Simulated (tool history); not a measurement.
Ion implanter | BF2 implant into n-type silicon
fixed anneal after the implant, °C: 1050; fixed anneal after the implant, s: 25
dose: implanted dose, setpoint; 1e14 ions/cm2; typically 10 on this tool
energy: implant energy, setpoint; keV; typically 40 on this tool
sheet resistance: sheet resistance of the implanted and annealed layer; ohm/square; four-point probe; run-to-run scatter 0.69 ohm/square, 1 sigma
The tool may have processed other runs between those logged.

| run | day | dose | energy | wafers since the last listed run | hours since the last dose calibration | hours since the extraction supply was calibrated | hours since the gauge calibration | read-back reference wafer on the same gauge, sheet resistance | sheet resistance |
|---|---|---|---|---|---|---|---|---|---|
| 1 | 0 | 10 | 40 | 0 | 268.9 | 4436.9 | 275.1 | 111.09 | 125.29 |
| 2 | 2.971 | 10 | 40 | 1872 | 340.2 | 4508.2 | 346.4 | 110.98 | 124.73 |
| 3 | 4.283 | 10 | 29.5 | 827 | 371.7 | 4539.7 | 377.9 | 111.05 | 132.1 |
| 4 | 6.1 | 10 | 29.5 | 1144 | 415.3 | 4583.3 | 421.5 | 110.73 | 132.2 |
| 5 | 8.742 | 10 | 40 | 1664 | 478.7 | 4646.7 | 484.9 | 111.19 | 125.35 |
| 6 | 9.921 | 10 | 40 | 743 | 507 | 4675 | 513.2 | 110.83 | 125.25 |
| 7 | 11.729 | 10 | 40 | 1139 | 550.4 | 4718.4 | 556.6 | 110.8 | 127.96 |
|  | 12.408 | Faraday cup replaced and dose calibrated |
| 8 | 14.129 | 10 | 32.5 | 1302 | 41.3 | 4776 | 614.2 | 110.86 | 127.59 |
| 9 | 16.071 | 10 | 32.5 | 1223 | 87.9 | 4822.6 | 660.8 | 110.87 | 128.15 |
|  | 17.762 | gauge calibrated |
| 10 | 18.467 | 7.08 | 35 | 1509 | 145.4 | 4880.1 | 16.9 | 110.84 | 169.6 |
| 11 | 19.625 | 10 | 40 | 729 | 173.2 | 4907.9 | 44.7 | 110.98 | 122.38 |
| 12 | 21.804 | 7.33 | 40 | 1373 | 225.5 | 4960.2 | 97 | 110.61 | 163.87 |
| 13 | 23.021 | 7.47 | 53.5 | 766 | 254.7 | 4989.4 | 126.2 | 111.01 | 157.21 |
|  | 24.396 | extraction supply calibrated |
| 14 | 25.588 | 7.98 | 28 | 1407 | 316.3 | 28.6 | 187.8 | 111 | 159.38 |
| 15 | 28.175 | 12.77 | 30 | 1630 | 378.4 | 90.7 | 249.9 | 110.85 | 112.07 |
| 16 | 31.029 | 7.14 | 46 | 1798 | 446.9 | 159.2 | 318.4 | 111.02 | 166.57 |
| 17 | 33.533 | 10 | 47.5 | 1578 | 507 | 219.3 | 378.5 | 110.65 | 125.02 |
| 18 | 35.021 | 10 | 46.5 | 937 | 542.7 | 255 | 414.2 | 110.87 | 123.89 |

Here are 4 independent what-if runs from the current tool condition. What would each one return?
| A | 35.038 | 10 | 40 | 10 | 543.1 | 255.4 | 414.6 | ? | ? |
| B | 35.038 | 8.1 | 30 | 10 | 543.1 | 255.4 | 414.6 | ? | ? |
| C | 35.038 | 7.3 | 34 | 10 | 543.1 | 255.4 | 414.6 | ? | ? |
| D | 35.038 | 8.96 | 47.5 | 10 | 543.1 | 255.4 | 414.6 | ? | ? |

| run | read-back reference wafer on the same gauge, sheet resistance | sheet resistance |
|---|---|---|
| A | 111.12 | 126.88 |
| B | 111.12 | 157.56 |
| C | 111.12 | 170.12 |
| D | 111.12 | 137.04 |
Without the tool's unlogged condition, the same runs would have read:
| run | sheet resistance |
|---|---|
| A | 122.29 |
| B | 151.7 |
| C | 163.44 |
| D | 131.63 |
